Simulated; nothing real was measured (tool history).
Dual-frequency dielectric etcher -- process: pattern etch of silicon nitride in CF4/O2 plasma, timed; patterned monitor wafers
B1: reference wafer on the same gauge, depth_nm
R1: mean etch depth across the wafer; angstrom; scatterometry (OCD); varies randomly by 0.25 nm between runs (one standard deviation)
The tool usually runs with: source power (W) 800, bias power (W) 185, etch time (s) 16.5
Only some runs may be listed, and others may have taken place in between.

run 1 day=0 | source_power_(W)=800 bias_power_(W)=185 etch_time_(s)=16.5 | B1=52.2 | R1=457
run 2 day=0.654 | source_power_(W)=800 bias_power_(W)=185 etch_time_(s)=16.5 | B1=52.3 | R1=455
run 3 day=1.271 | source_power_(W)=800 bias_power_(W)=185 etch_time_(s)=16.5 | B1=52.2 | R1=462
run 4 day=1.542 | source_power_(W)=800 bias_power_(W)=185 etch_time_(s)=16.5 | B1=52.2 | R1=455
-- day=2.167 gauge calibrated
run 5 day=2.2 | source_power_(W)=800 bias_power_(W)=185 etch_time_(s)=16.5 | B1=52.2 | R1=458
run 6 day=2.925 | source_power_(W)=800 bias_power_(W)=185 etch_time_(s)=16.5 | B1=52.2 | R1=455
run 7 day=3.283 | source_power_(W)=800 bias_power_(W)=185 etch_time_(s)=16.5 | B1=52.2 | R1=457
run 8 day=3.567 | source_power_(W)=800 bias_power_(W)=185 etch_time_(s)=16.5 | B1=52.2 | R1=456
run 9 day=4.096 | source_power_(W)=800 bias_power_(W)=185 etch_time_(s)=16.5 | B1=52.2 | R1=455
-- day=4.971 bias power generator calibrated
run 10 day=4.992 | source_power_(W)=720 bias_power_(W)=141 etch_time_(s)=14.5 | B1=52.2 | R1=329
run 11 day=5.404 | source_power_(W)=800 bias_power_(W)=185 etch_time_(s)=16.5 | B1=52.2 | R1=459
run 12 day=5.758 | source_power_(W)=800 bias_power_(W)=199 etch_time_(s)=18.5 | B1=52.1 | R1=522
-- day=6.517 source power generator calibrated
-- day=7.454 wet clean of the chamber
run 13 day=7.475 | source_power_(W)=800 bias_power_(W)=185 etch_time_(s)=16.5 | B1=52.2 | R1=454
run 14 day=7.492 | source_power_(W)=800 bias_power_(W)=185 etch_time_(s)=16.5 | B1=52.2 | R1=452
run 15 day=7.704 | source_power_(W)=800 bias_power_(W)=144 etch_time_(s)=16.5 | B1=52.2 | R1=420
run 16 day=8.408 | source_power_(W)=800 bias_power_(W)=185 etch_time_(s)=16.5 | B1=52.2 | R1=455
-- day=9.529 upper electrode replaced
run 17 day=9.55 | source_power_(W)=800 bias_power_(W)=185 etch_time_(s)=16.5 | B1=52.2 | R1=455
run 18 day=9.562 | source_power_(W)=800 bias_power_(W)=185 etch_time_(s)=14.5 | B1=52.3 | R1=399
run 19 day=9.658 | source_power_(W)=910 bias_power_(W)=185 etch_time_(s)=13.5 | B1=52.2 | R1=427
run 20 day=10.4 | source_power_(W)=800 bias_power_(W)=153 etch_time_(s)=16.5 | B1=52.2 | R1=422
run 21 day=10.95 | source_power_(W)=800 bias_power_(W)=170 etch_time_(s)=16.5 | B1=52.2 | R1=443
run 22 day=11.362 | source_power_(W)=800 bias_power_(W)=185 etch_time_(s)=16.5 | B1=52.1 | R1=455
run 23 day=11.796 | source_power_(W)=880 bias_power_(W)=153 etch_time_(s)=15 | B1=52.2 | R1=427
run 24 day=12.196 | source_power_(W)=990 bias_power_(W)=185 etch_time_(s)=13 | B1=52.3 | R1=444
run 25 day=12.833 | source_power_(W)=630 bias_power_(W)=220 etch_time_(s)=13.5 | B1=52.2 | R1=306
run 26 day=13.117 | source_power_(W)=620 bias_power_(W)=217 etch_time_(s)=12 | B1=52.2 | R1=269
run 27 day=13.654 | source_power_(W)=650 bias_power_(W)=226 etch_time_(s)=19 | B1=52.2 | R1=455
run 28 day=13.921 | source_power_(W)=880 bias_power_(W)=223 etch_time_(s)=16.5 | B1=52.2 | R1=537
run 29 day=14.362 | source_power_(W)=690 bias_power_(W)=163 etch_time_(s)=14.5 | B1=52.2 | R1=330
run 30 day=14.871 | source_power_(W)=850 bias_power_(W)=185 etch_time_(s)=20.5 | B1=52.2 | R1=607

What was the tool's hidden state at every run in the log?
etch rate over this chamber's usual, %: 0 in every run
source power that arrives over what is set, %: 0 in every run
bias power that arrives over what is set, %: 0 in every run
gauge reads high (%): 0 in every run
